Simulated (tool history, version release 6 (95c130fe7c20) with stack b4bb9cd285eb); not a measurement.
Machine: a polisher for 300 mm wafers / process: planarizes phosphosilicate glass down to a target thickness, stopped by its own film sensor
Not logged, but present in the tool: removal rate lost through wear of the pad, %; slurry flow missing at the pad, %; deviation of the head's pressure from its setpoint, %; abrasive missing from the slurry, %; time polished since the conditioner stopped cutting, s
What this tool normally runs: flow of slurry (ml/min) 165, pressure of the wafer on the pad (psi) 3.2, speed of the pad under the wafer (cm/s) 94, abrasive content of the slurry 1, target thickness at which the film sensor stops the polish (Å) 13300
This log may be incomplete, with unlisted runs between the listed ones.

run	hour	flow of slurry (ml/min)	pressure of the wafer on the pad (psi)	speed of the pad under the wafer (cm/s)	abrasive content of the slurry	target thickness at which the film sensor stops the polish (Å)	wafers since the last listed run	wafers polished on this pad	hours since the slurry nozzle was cleaned	hours since the head pressure was calibrated	hours since the slurry blender was calibrated	hours since the conditioning disc was replaced	incoming thickness of the incoming film, nm	time until the film sensor stopped the polish (s)
1	0	165	3.2	94	1	13300	0	1100	257.4	131.9	359.3	522.9	1915.9	105
# hour 12.1: slurry blender recalibrated
# hour 43.1: conditioning disc replaced and pad reconditioned
2	107.9	165	3.2	94	1	13300	513	1614	365.3	239.8	95.8	64.8	1916.4	86.9
3	177.6	165	3.2	94	1	13300	344	1958	435	309.5	165.5	134.5	1918.8	87.3
4	223.9	165	3.2	94	1	13300	228	2187	481.3	355.8	211.8	180.8	1897.1	89.9
# hour 235.1: worn pad replaced by a new one
5	272.7	165	3.2	94	1	12760	221	185	530.1	404.6	260.6	229.6	1924.8	102
# hour 284.7: head pressure recalibrated
# hour 422.8: slurry nozzle cleaned
# hour 457.1: slurry blender recalibrated
6	521.3	150	3.2	94	1	13300	1203	1389	98.5	236.6	64.2	478.2	1905.2	101.8
7	562.7	150	3.2	94	1	13300	204	1594	139.9	278	105.6	519.6	1956.1	111.2
# hour 591.6: conditioning disc replaced and pad reconditioned
# hour 618.9: worn pad replaced by a new one
8	646.7	150	3.2	94	1	13300	385	137	223.9	362	189.6	55.1	1916.7	88.8
# hour 707.8: head pressure recalibrated
9	748.2	165	3.2	94	1	13300	491	629	325.4	40.4	291.1	156.6	1908.4	89.8
10	797.5	165	3.2	70	1	13300	243	872	374.7	89.7	340.4	205.9	1949.4	112.4
# hour 808.6: slurry blender recalibrated
11	926.3	165	3.2	70	1	13300	626	1499	503.5	218.5	117.7	334.7	1921.5	112.3
12	1022.1	165	3.2	94	1	13300	473	1972	599.3	314.3	213.5	430.5	1919.6	99.5
# hour 1041.4: worn pad replaced by a new one
# hour 1055.8: conditioning disc replaced and pad reconditioned
13	1070.3	130	3.2	94	1	14280	208	133	647.5	362.5	261.7	14.5	1929.7	75.1
# hour 1141.5: slurry nozzle cleaned
14	1146.4	165	3.2	94	1	13300	371	504	4.9	438.6	337.8	90.6	1932.5	91.2
# hour 1157.4: head pressure recalibrated
# hour 1178.4: slurry blender recalibrated
15	1203.8	185	3.2	94	1	13300	263	768	62.3	46.4	25.4	148	1909.4	88.1
16	1303.1	165	3.2	94	1	13300	490	1259	161.6	145.7	124.7	247.3	1953.9	99.7
17	1393.2	165	3.2	122	1	13300	445	1704	251.7	235.8	214.8	337.4	1933.2	86.6
# hour 1475.9: worn pad replaced by a new one
18	1499.1	185	4.2	80	1	14910	503	114	357.6	341.7	320.7	443.3	1922.4	63.4
# hour 1525.5: slurry blender recalibrated
19	1541.7	215	3.2	80	1.3	13300	200	315	400.2	384.3	16.2	485.9	1919.7	92.3
# hour 1582.2: conditioning disc replaced and pad reconditioned
20	1608.2	125	3.5	94	1.25	11430	318	633	466.7	450.8	82.7	26	1930.1	102.4
# hour 1690.6: head pressure recalibrated
21	1691.1	165	3.2	94	1	13300	399	1033	549.6	0.5	165.6	108.9	1916.3	91.5
22	1729.7	165	4	64	1	13300	190	1224	588.2	39.1	204.2	147.5	1960.8	94.9
# hour 1793: slurry nozzle cleaned
23	1799.4	165	3.2	94	1	13300	339	1564	6.4	108.8	273.9	217.2	1885.7	89
24	1851.2	165	3.2	106	1.25	13990	256	1820	58.2	160.6	325.7	269	1917.8	70.1
# hour 1891.4: worn pad replaced by a new one
25	1896.8	165	3.2	94	1	13300	205	26	103.8	206.2	371.3	314.6	1935.2	101.5
# hour 1952: slurry blender recalibrated
26	1954.7	165	3.2	94	1	13300	276	303	161.7	264.1	2.7	372.5	1911.8	95.8

Consider 3 possible next runs. They are alternatives, not a sequence: every one starts from the tool as it was left by run 26. What does each give?
A	1955.1	200	3.2	94	1	13300	1	305	162.1	264.5	3.1	372.9	1911.2	?
B	1955.1	195	3.2	102	1.15	13300	1	305	162.1	264.5	3.1	372.9	1911.2	?
C	1955.1	130	2.6	94	1.1	13300	1	305	162.1	264.5	3.1	372.9	1911.2	?

run	time until the film sensor stopped the polish (s)
A	94.2
B	84.2
C	116
What these runs would have given with no unlogged condition in the tool:
run	time until the film sensor stopped the polish (s)
A	79.9
B	70.8
C	100.8
